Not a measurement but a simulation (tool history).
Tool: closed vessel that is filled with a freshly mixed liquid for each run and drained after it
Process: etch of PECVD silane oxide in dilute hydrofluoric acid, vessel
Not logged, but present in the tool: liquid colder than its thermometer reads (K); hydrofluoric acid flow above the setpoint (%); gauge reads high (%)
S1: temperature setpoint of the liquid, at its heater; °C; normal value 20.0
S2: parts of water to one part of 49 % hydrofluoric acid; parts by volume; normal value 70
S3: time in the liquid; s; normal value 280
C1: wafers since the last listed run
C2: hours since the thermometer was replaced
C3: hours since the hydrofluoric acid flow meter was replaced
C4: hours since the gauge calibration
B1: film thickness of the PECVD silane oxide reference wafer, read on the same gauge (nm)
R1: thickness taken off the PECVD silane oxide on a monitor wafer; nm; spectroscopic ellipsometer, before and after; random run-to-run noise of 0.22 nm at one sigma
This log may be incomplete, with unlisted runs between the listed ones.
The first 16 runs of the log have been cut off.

run 17 hour=466.9 | S1=17.0 S2=60 S3=365 | C1=1646 C2=641.7 C3=364.5 C4=1114.0 | B1=40.06 | R1=68.36
run 18 hour=492.2 | S1=23.5 S2=95 S3=140 | C1=1352 C2=667.0 C3=389.8 C4=1139.3 | B1=40.00 | R1=20.77
run 19 hour=514.5 | S1=22.5 S2=70 S3=280 | C1=1191 C2=689.3 C3=412.1 C4=1161.6 | B1=40.00 | R1=55.76
run 20 hour=527.9 | S1=20.0 S2=50 S3=280 | C1=716 C2=702.7 C3=425.5 C4=1175.0 | B1=40.02 | R1=71.39
run 21 hour=559.5 | S1=17.0 S2=70 S3=175 | C1=1688 C2=734.3 C3=457.1 C4=1206.6 | B1=40.01 | R1=27.56
run 22 hour=582.7 | S1=20.0 S2=60 S3=280 | C1=1239 C2=757.5 C3=480.3 C4=1229.8 | B1=39.99 | R1=58.54
-- hour=585.2 gauge calibrated
-- hour=605.9 thermometer replaced
run 23 hour=609.2 | S1=25.0 S2=45 S3=280 | C1=1362 C2=3.3 C3=506.8 C4=24.0 | B1=39.98 | R1=98.40
run 24 hour=626.3 | S1=20.0 S2=70 S3=280 | C1=913 C2=20.4 C3=523.9 C4=41.1 | B1=40.00 | R1=49.81
run 25 hour=650.6 | S1=20.0 S2=70 S3=280 | C1=1298 C2=44.7 C3=548.2 C4=65.4 | B1=40.03 | R1=49.75
run 26 hour=675.2 | S1=20.0 S2=70 S3=280 | C1=1314 C2=69.3 C3=572.8 C4=90.0 | B1=40.01 | R1=49.81

Run 27 comes next. What will it give?
run 27 hour=706.8 | S1=20.0 S2=70 S3=370 | C1=1688 C2=100.9 C3=604.4 C4=121.6 | B1=? | R1=?

B1: 39.97
R1: 66.00 nm
Minus the tool's unlogged condition, the same run would have read R1 66.00 nm.

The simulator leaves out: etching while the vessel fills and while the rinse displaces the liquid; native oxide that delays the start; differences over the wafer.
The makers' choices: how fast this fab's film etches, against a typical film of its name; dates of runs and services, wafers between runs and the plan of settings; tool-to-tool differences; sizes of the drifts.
